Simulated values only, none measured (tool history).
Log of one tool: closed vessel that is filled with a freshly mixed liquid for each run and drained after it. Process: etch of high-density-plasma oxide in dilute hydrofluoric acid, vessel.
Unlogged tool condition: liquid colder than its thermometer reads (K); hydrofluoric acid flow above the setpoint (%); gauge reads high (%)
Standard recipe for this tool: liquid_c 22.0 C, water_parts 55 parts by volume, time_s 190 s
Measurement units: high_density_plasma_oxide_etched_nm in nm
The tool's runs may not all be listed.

run    hour  liquid_c  water_parts  time_s  wafers since the last listed run  hours since the thermometer was replaced  hours since the hydrofluoric acid flow meter was replaced  hours since the gauge calibration  read-back film thickness of the high-density-plasma oxide reference wafer, read on the same gauge (nm)  high_density_plasma_oxide_etched_nm
  1     0.0      22.0           55     190                                 0                                     678.7                                                      441.8                              642.7                                                                                                   50.01                                17.04
       65.7  -- hydrofluoric acid flow meter replaced
  2   103.3      23.0           55     190                              9942                                     782.0                                                       37.6                              746.0                                                                                                   50.02                                17.48
  3   198.8      23.0           55     190                              9281                                     877.5                                                      133.1                              841.5                                                                                                   50.00                                17.47
  4   303.7      23.0           55     190                             10195                                     982.4                                                      238.0                              946.4                                                                                                   50.02                                17.52
  5   399.4      22.0           55     190                              9301                                    1078.1                                                      333.7                             1042.1                                                                                                   49.99                                17.19
      443.7  -- gauge calibrated
  6   445.6      22.0           55     190                              4490                                    1124.3                                                      379.9                                1.9                                                                                                   50.01                                17.33
  7   537.5      22.0           55     190                              8932                                    1216.2                                                      471.8                               93.8                                                                                                   50.01                                17.33
  8   574.3      22.0           45     155                              3576                                    1253.0                                                      508.6                              130.6                                                                                                   50.03                                17.57
  9   672.7      22.0           45     155                              9563                                    1351.4                                                      607.0                              229.0                                                                                                   49.98                                17.50
      737.1  -- hydrofluoric acid flow meter replaced
 10   750.6      26.5           55     115                              7474                                    1429.3                                                       13.5                              306.9                                                                                                   50.00                                12.15
 11   786.8      18.0           75     190                              3518                                    1465.5                                                       49.7                              343.1                                                                                                   49.98                                10.01
 12   855.6      25.5           30     250                              6686                                    1534.3                                                      118.5                              411.9                                                                                                   49.99                                48.45
      886.6  -- thermometer replaced
 13   930.8      24.5           80     295                              7211                                      44.2                                                      193.7                              487.1                                                                                                   50.01                                19.34
 14   988.8      22.0           55     190                              5637                                     102.2                                                      251.7                              545.1                                                                                                   49.99                                16.89
 15  1049.3      18.0           55     245                              5880                                     162.7                                                      312.2                              605.6                                                                                                   50.02                                18.71
 16  1103.4      26.0           30      75                              5258                                     216.8                                                      366.3                              659.7                                                                                                   49.97                                15.25
 17  1171.9      26.0           55     130                              6657                                     285.3                                                      434.8                              728.2                                                                                                   50.02                                14.03
 18  1210.0      17.5           80     245                              3703                                     323.4                                                      472.9                              766.3                                                                                                   50.00                                12.64

What if the next run were any one of these 4? Each begins from the tool's condition after run 18:
  A  1210.7      22.0           55     240                                68                                     324.1                                                      473.6                              767.0                                                                                                       ?                                    ?
  B  1210.7      22.0           30     190                                68                                     324.1                                                      473.6                              767.0                                                                                                       ?                                    ?
  C  1210.7      20.0           70     190                                68                                     324.1                                                      473.6                              767.0                                                                                                       ?                                    ?
  D  1210.7      22.0           30     270                                68                                     324.1                                                      473.6                              767.0                                                                                                       ?                                    ?

run  read-back film thickness of the high-density-plasma oxide reference wafer, read on the same gauge (nm)  high_density_plasma_oxide_etched_nm
  A                                                                                                   50.00                                22.04
  B                                                                                                   50.00                                32.96
  C                                                                                                   50.00                                12.39
  D                                                                                                   50.00                                46.84
Had the tool no hidden state, the same runs would have come out as:
run  high_density_plasma_oxide_etched_nm
  A                                20.80
  B                                31.15
  C                                11.68
  D                                44.27
